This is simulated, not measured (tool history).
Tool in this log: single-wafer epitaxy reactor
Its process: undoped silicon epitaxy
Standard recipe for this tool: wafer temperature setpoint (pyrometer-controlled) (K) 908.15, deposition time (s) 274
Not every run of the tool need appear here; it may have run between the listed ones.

run	hour	wafer temperature setpoint (pyrometer-controlled) (K)	deposition time (s)	read-back reference wafer on the same gauge, thickness_nm	mean film thickness on the monitor wafer (Å)
1	0.0	908.15	274	31.170	348.07
2	13.7	908.15	274	31.191	346.84
3	58.3	908.15	274	31.178	347.03
4	72.9	908.15	317	31.210	403.38
5	89.5	913.15	274	31.163	382.92
6	98.4	920.15	274	31.206	436.41
7	114.0	920.15	274	31.179	438.21
8	128.0	915.15	274	31.153	399.97
9	142.2	915.15	274	31.152	400.01
10	155.7	908.15	274	31.169	350.22
11	171.2	908.15	274	31.162	350.08
12	180.3	908.15	274	31.195	351.70
13	192.1	908.15	310	31.187	396.88
14	202.7	908.15	274	31.223	351.28
15	214.8	895.15	301	31.217	298.45
# hour 215.5: gauge calibrated
16	225.2	908.15	274	31.159	348.73
# hour 240.4: pyrometer calibrated
17	242.9	916.15	274	31.188	365.51
18	252.2	908.15	274	31.183	309.91
19	263.1	899.15	274	31.208	260.86
20	276.7	908.15	311	31.206	355.58
21	289.5	922.15	230	31.152	344.26
22	301.5	915.15	247	31.231	323.94
23	331.9	921.15	237	31.217	352.82
24	341.1	908.15	274	31.156	314.55
25	354.2	918.15	274	31.143	380.78
26	364.8	908.15	274	31.163	314.68
27	379.3	923.15	274	31.229	423.37

Forecast each of these 3 alternatives for the next run:
A	379.8	896.15	274	?	?
B	379.8	908.15	258	?	?
C	379.8	901.15	312	?	?

run	read-back reference wafer on the same gauge, thickness_nm	mean film thickness on the monitor wafer (Å)
A	31.150	246.43
B	31.150	295.24
C	31.150	310.45
With no hidden state in the tool, these same runs would have given:
run	mean film thickness on the monitor wafer (Å)
A	249.80
B	299.18
C	314.65

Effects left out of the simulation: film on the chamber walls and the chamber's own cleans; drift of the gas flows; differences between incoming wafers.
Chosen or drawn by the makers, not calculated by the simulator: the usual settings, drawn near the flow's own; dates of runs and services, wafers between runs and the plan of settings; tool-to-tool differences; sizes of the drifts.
